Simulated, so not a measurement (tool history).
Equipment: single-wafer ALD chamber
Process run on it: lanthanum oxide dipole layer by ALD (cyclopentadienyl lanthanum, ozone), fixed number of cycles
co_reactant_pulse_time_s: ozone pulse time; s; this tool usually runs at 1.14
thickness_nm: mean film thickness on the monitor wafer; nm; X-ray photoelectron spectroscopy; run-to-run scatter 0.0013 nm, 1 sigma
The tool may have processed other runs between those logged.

run	hour	co_reactant_pulse_time_s	wafers since the last listed run	hours since the last thermocouple change	hours since the last ozone generator service	hours since the showerhead was replaced	hours since the gauge calibration	read-back reference wafer on the same gauge, thickness_nm	thickness_nm
1	0.0	1.14	0	782.5	726.3	2486.6	153.1	0.608	0.485
2	13.8	0.77	245	796.3	740.1	2500.4	166.9	0.608	0.335
3	31.5	0.77	315	814.0	757.8	2518.1	184.6	0.608	0.332
4	46.2	0.77	261	828.7	772.5	2532.8	199.3	0.608	0.334
5	60.3	1.14	251	842.8	786.6	2546.9	213.4	0.608	0.484
6	68.4	1.14	144	850.9	794.7	2555.0	221.5	0.608	0.483
7	75.2	1.14	121	857.7	801.5	2561.8	228.3	0.608	0.483
8	120.7	1.14	810	903.2	847.0	2607.3	273.8	0.608	0.479
9	135.1	1.14	256	917.6	861.4	2621.7	288.2	0.608	0.480
10	142.5	1.14	131	925.0	868.8	2629.1	295.6	0.609	0.477
# hour 166.8: thermocouple changed; heater temperature recalibrated
11	167.3	1.14	299	0.5	893.6	2653.9	320.4	0.608	0.476
12	173.6	1.14	112	6.8	899.9	2660.2	326.7	0.608	0.477
13	189.0	1.50	274	22.2	915.3	2675.6	342.1	0.608	0.536
14	200.8	1.31	210	34.0	927.1	2687.4	353.9	0.608	0.510
# hour 213.5: showerhead replaced
15	219.8	1.33	196	53.0	946.1	6.3	372.9	0.608	0.511
16	227.3	1.57	133	60.5	953.6	13.8	380.4	0.608	0.538
17	233.7	1.14	114	66.9	960.0	20.2	386.8	0.608	0.472
# hour 239.5: gauge calibrated
18	249.2	0.71	276	82.4	975.5	35.7	9.7	0.608	0.274
19	257.2	1.47	142	90.4	983.5	43.7	17.7	0.608	0.527
# hour 265.9: ozone generator serviced
20	272.7	1.14	133	105.9	6.8	59.2	33.2	0.608	0.514

Run 21 has not been measured yet. What should we expect?
21	283.9	1.30	199	117.1	18.0	70.4	44.4	?	?

{"run 21": {"read-back reference wafer on the same gauge, thickness_nm": 0.608, "thickness_nm": 0.538}}
The same run, on a tool lacking any hidden state, would have yielded thickness_nm 0.539 nm.
